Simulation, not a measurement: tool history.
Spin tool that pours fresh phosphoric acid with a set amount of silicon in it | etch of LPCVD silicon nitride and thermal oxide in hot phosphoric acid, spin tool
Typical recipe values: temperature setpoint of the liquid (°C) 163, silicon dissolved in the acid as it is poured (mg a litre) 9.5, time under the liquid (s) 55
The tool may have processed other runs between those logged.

| run | hour | temperature setpoint of the liquid (°C) | silicon dissolved in the acid as it is poured (mg a litre) | time under the liquid (s) | read-back film thickness of the LPCVD silicon nitride reference wafer, read on the same gauge (nm) | thickness taken off the LPCVD silicon nitride on a monitor wafer (Å) |
|---|---|---|---|---|---|---|
| 1 | 0 | 163 | 9.5 | 55 | 100.05 | 57.5 |
| 2 | 16.2 | 163 | 9.5 | 55 | 99.97 | 57.8 |
| 3 | 29.6 | 163 | 9.5 | 55 | 99.97 | 57.6 |
|  | 39.7 | gauge calibrated |
| 4 | 40.7 | 163 | 9.5 | 55 | 99.98 | 57.5 |
| 5 | 52.2 | 163 | 9.5 | 55 | 100 | 57.5 |
| 6 | 58.3 | 163 | 9.5 | 55 | 100.02 | 57.7 |
| 7 | 66.9 | 161 | 9.5 | 65 | 99.98 | 63.6 |
|  | 71.6 | dissolved silicon flow meter replaced |
|  | 77 | thermometer replaced |
| 8 | 80.5 | 161 | 9.5 | 65 | 99.98 | 63.5 |
| 9 | 90.6 | 161.5 | 6.5 | 55 | 99.98 | 54.6 |
| 10 | 107.9 | 163 | 9.5 | 55 | 99.98 | 57.4 |
|  | 117.8 | heated supply line repaired |
| 11 | 119.2 | 163 | 12 | 55 | 99.99 | 57.7 |
| 12 | 132 | 161.5 | 12 | 45 | 100.02 | 45 |
|  | 139.9 | gauge calibrated |
| 13 | 143.6 | 163 | 9.5 | 55 | 99.99 | 57.6 |
| 14 | 158.9 | 163 | 9.5 | 80 | 100.03 | 83.9 |
| 15 | 168 | 163 | 9.5 | 55 | 100.01 | 57.6 |
| 16 | 181.6 | 163 | 9.5 | 55 | 100.03 | 57.9 |
| 17 | 188.1 | 164.5 | 9.5 | 70 | 100 | 77.2 |
| 18 | 195.1 | 164.5 | 13 | 80 | 99.97 | 88.2 |
| 19 | 201.6 | 165 | 13 | 30 | 100.05 | 33.5 |

What if the next run were any one of these 3? Each begins from the tool's condition after run 19:
| A | 202 | 163 | 9.5 | 55 | ? | ? |
| B | 202 | 163 | 13.5 | 75 | ? | ? |
| C | 202 | 164 | 9.5 | 55 | ? | ? |

| run | read-back film thickness of the LPCVD silicon nitride reference wafer, read on the same gauge (nm) | thickness taken off the LPCVD silicon nitride on a monitor wafer (Å) |
|---|---|---|
| A | 100.02 | 57.7 |
| B | 100.02 | 78.7 |
| C | 100.02 | 59.7 |
With the hidden condition removed and each run's random variation left untouched, the same runs would have given:
| run | thickness taken off the LPCVD silicon nitride on a monitor wafer (Å) |
|---|---|
| A | 57.7 |
| B | 78.7 |
| C | 59.7 |
